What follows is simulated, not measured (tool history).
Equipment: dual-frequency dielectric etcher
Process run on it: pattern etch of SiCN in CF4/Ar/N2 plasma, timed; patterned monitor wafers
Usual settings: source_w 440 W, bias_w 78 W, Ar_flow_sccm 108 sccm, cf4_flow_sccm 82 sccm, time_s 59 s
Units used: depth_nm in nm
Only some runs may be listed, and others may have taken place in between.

run     day  source_w  bias_w  Ar_flow_sccm  cf4_flow_sccm  time_s  read-back reference wafer on the same gauge, depth_nm  depth_nm
  1       0       440      78           108             82    67.5                                                   48.6      62.8
  2   4.446       350      63           108             82      59                                                   48.8      40.3
  3     7.8       440      78           116             72      59                                                   48.9      53.2
  4  11.317       510      78           108            100    46.5                                                     49      52.8
  5  14.771       520      78           108             82    43.5                                                   49.1        48
  6  17.971       440      78           116             82      46                                                   49.2      42.4
  7  30.188       350      63           108             82      59                                                   47.2        39
  8  34.017       440      78           108             82      59                                                   47.1      53.1
  9  38.038       440      92           116             93    64.5                                                   47.2      61.4
 10  40.542       440      95           108             82      59                                                   47.2        56
 11   43.35       440      67           108             82      59                                                   47.2      50.7
 12  45.121       440      78           108             63      59                                                   47.2      50.4
 13  49.467       440      78           108             82      59                                                   47.2      52.9
 14  52.496       360      78           108             82    71.5                                                   47.2      51.5
 15  55.929       440      78           108             66      59                                                   47.3      51.6
 16  58.175       440      78           108             82      59                                                   47.3      53.8
 17  60.317       470      78           108             82      59                                                   47.3      56.6
 18  62.875       440      78           108             82      59                                                   47.3      52.9
 19  65.721       440      68            94             82      68                                                   47.3      60.4
 20  69.992       440      78            97             95      59                                                   47.5        55

Taken out of this log: 8 entries between the listed runs. Where each belongs, and how the hidden state differs across it:
Between runs 2 and 3: upper electrode replaced (day 6.617)
  gauge reads high (%): 3.51 -> 3.74
  measured value less the no-hidden-state value, depth_nm: +1.4 -> +1.9 nm
Between runs 3 and 4: CF4 flow controller replaced (day 8.896); wet clean of the chamber (day 10.558)
  gauge reads high (%): 3.74 -> 3.99
  measured value less the no-hidden-state value, depth_nm: +1.9 -> +2.1 nm
Between runs 4 and 5: Ar flow controller replaced (day 11.883)
  gauge reads high (%): 3.99 -> 4.25
  measured value less the no-hidden-state value, depth_nm: +2.1 -> +1.9 nm
Between runs 6 and 7: gauge calibrated (day 28.183); source power generator calibrated (day 30.142)
  gauge reads high (%): 4.49 -> 0.126
  measured value less the no-hidden-state value, depth_nm: +1.8 -> +0.1 nm
Between runs 9 and 10: wet clean of the chamber (day 39.725)
  gauge reads high (%): 0.158 -> 0.177
  measured value less the no-hidden-state value, depth_nm: +0.1 -> +0.1 nm
Between runs 18 and 19: wet clean of the chamber (day 64.975)
  gauge reads high (%): 0.541 -> 0.612
  measured value less the no-hidden-state value, depth_nm: +0.3 -> +0.3 nm

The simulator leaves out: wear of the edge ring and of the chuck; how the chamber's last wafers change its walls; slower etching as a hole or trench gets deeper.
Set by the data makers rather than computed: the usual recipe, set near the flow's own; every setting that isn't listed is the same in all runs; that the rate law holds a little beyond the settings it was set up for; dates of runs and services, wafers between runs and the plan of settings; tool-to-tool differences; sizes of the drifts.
